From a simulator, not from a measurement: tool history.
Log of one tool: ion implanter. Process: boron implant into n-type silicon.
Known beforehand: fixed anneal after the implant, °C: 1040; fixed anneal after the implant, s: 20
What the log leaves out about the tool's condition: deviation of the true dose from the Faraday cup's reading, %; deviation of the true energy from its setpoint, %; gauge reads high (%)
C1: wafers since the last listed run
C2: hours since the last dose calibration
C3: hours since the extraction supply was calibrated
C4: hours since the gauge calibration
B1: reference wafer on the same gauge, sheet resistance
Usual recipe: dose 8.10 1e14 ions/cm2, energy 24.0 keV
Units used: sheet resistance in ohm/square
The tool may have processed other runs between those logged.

{"run": 1, "hour": 0.0, "dose": 9.53, "energy": 24.0, "C1": 0, "C2": 1473.4, "C3": 3309.9, "C4": 339.5, "B1": 143.85, "sheet resistance": 108.35}
{"run": 2, "hour": 51.3, "dose": 9.53, "energy": 24.0, "C1": 813, "C2": 1524.7, "C3": 3361.2, "C4": 390.8, "B1": 143.89, "sheet resistance": 109.18}
{"run": 3, "hour": 106.9, "dose": 8.1, "energy": 24.0, "C1": 881, "C2": 1580.3, "C3": 3416.8, "C4": 446.4, "B1": 144.04, "sheet resistance": 124.55}
{"run": 4, "hour": 131.8, "dose": 8.1, "energy": 24.0, "C1": 394, "C2": 1605.2, "C3": 3441.7, "C4": 471.3, "B1": 144.05, "sheet resistance": 125.78}
{"run": 5, "hour": 183.0, "dose": 6.49, "energy": 24.0, "C1": 811, "C2": 1656.4, "C3": 3492.9, "C4": 522.5, "B1": 144.12, "sheet resistance": 151.15}
{"run": 6, "hour": 238.7, "dose": 8.1, "energy": 24.0, "C1": 883, "C2": 1712.1, "C3": 3548.6, "C4": 578.2, "B1": 144.01, "sheet resistance": 125.05}
{"run": 7, "hour": 275.8, "dose": 8.1, "energy": 24.0, "C1": 588, "C2": 1749.2, "C3": 3585.7, "C4": 615.3, "B1": 144.13, "sheet resistance": 124.5}
{"run": 8, "hour": 326.8, "dose": 8.1, "energy": 24.0, "C1": 808, "C2": 1800.2, "C3": 3636.7, "C4": 666.3, "B1": 144.08, "sheet resistance": 124.62}
{"run": 9, "hour": 429.6, "dose": 7.42, "energy": 24.0, "C1": 1630, "C2": 1903.0, "C3": 3739.5, "C4": 769.1, "B1": 144.02, "sheet resistance": 133.89}
{"run": 10, "hour": 474.8, "dose": 8.1, "energy": 24.0, "C1": 716, "C2": 1948.2, "C3": 3784.7, "C4": 814.3, "B1": 144.05, "sheet resistance": 124.18}
{"run": 11, "hour": 499.8, "dose": 9.59, "energy": 28.5, "C1": 396, "C2": 1973.2, "C3": 3809.7, "C4": 839.3, "B1": 144.02, "sheet resistance": 106.13}
{"hour": 556.7, "done": "extraction supply calibrated"}
{"run": 12, "hour": 589.2, "dose": 9.33, "energy": 18.0, "C1": 1290, "C2": 2062.6, "C3": 32.5, "C4": 928.7, "B1": 144.05, "sheet resistance": 112.62}
{"run": 13, "hour": 627.0, "dose": 8.1, "energy": 30.0, "C1": 599, "C2": 2100.4, "C3": 70.3, "C4": 966.5, "B1": 144.03, "sheet resistance": 121.34}
{"hour": 633.3, "done": "gauge calibrated"}
{"run": 14, "hour": 663.8, "dose": 7.35, "energy": 16.0, "C1": 583, "C2": 2137.2, "C3": 107.1, "C4": 30.5, "B1": 143.87, "sheet resistance": 139.6}
{"hour": 683.0, "done": "Faraday cup replaced and dose calibrated"}
{"run": 15, "hour": 727.3, "dose": 8.1, "energy": 24.0, "C1": 880, "C2": 44.3, "C3": 170.6, "C4": 94.0, "B1": 144.04, "sheet resistance": 129.11}
{"run": 16, "hour": 751.6, "dose": 6.52, "energy": 26.5, "C1": 385, "C2": 68.6, "C3": 194.9, "C4": 118.3, "B1": 143.97, "sheet resistance": 154.16}
{"run": 17, "hour": 794.2, "dose": 9.43, "energy": 19.0, "C1": 675, "C2": 111.2, "C3": 237.5, "C4": 160.9, "B1": 144.11, "sheet resistance": 114.93}
{"run": 18, "hour": 862.2, "dose": 8.1, "energy": 26.0, "C1": 1078, "C2": 179.2, "C3": 305.5, "C4": 228.9, "B1": 144.01, "sheet resistance": 126.5}

Consider 5 possible next runs. They are alternatives, not a sequence: every one starts from the tool as it was left by run 18. What does each give?
{"run": "A", "hour": 862.6, "dose": 6.02, "energy": 24.0, "C1": 6, "C2": 179.6, "C3": 305.9, "C4": 229.3, "B1": "?", "sheet resistance": "?"}
{"run": "B", "hour": 862.6, "dose": 6.54, "energy": 27.5, "C1": 6, "C2": 179.6, "C3": 305.9, "C4": 229.3, "B1": "?", "sheet resistance": "?"}
{"run": "C", "hour": 862.6, "dose": 10.29, "energy": 26.0, "C1": 6, "C2": 179.6, "C3": 305.9, "C4": 229.3, "B1": "?", "sheet resistance": "?"}
{"run": "D", "hour": 862.6, "dose": 9.76, "energy": 19.5, "C1": 6, "C2": 179.6, "C3": 305.9, "C4": 229.3, "B1": "?", "sheet resistance": "?"}
{"run": "E", "hour": 862.6, "dose": 6.38, "energy": 16.0, "C1": 6, "C2": 179.6, "C3": 305.9, "C4": 229.3, "B1": "?", "sheet resistance": "?"}

run=A B1=143.90 sheet_resistance=164.86
run=B B1=143.90 sheet_resistance=151.51
run=C B1=143.90 sheet_resistance=103.73
run=D B1=143.90 sheet_resistance=111.00
run=E B1=143.90 sheet_resistance=163.63
With no hidden state in the tool, these same runs would have given:
run=A sheet_resistance=165.57
run=B sheet_resistance=152.16
run=C sheet_resistance=104.18
run=D sheet_resistance=111.49
run=E sheet_resistance=164.35
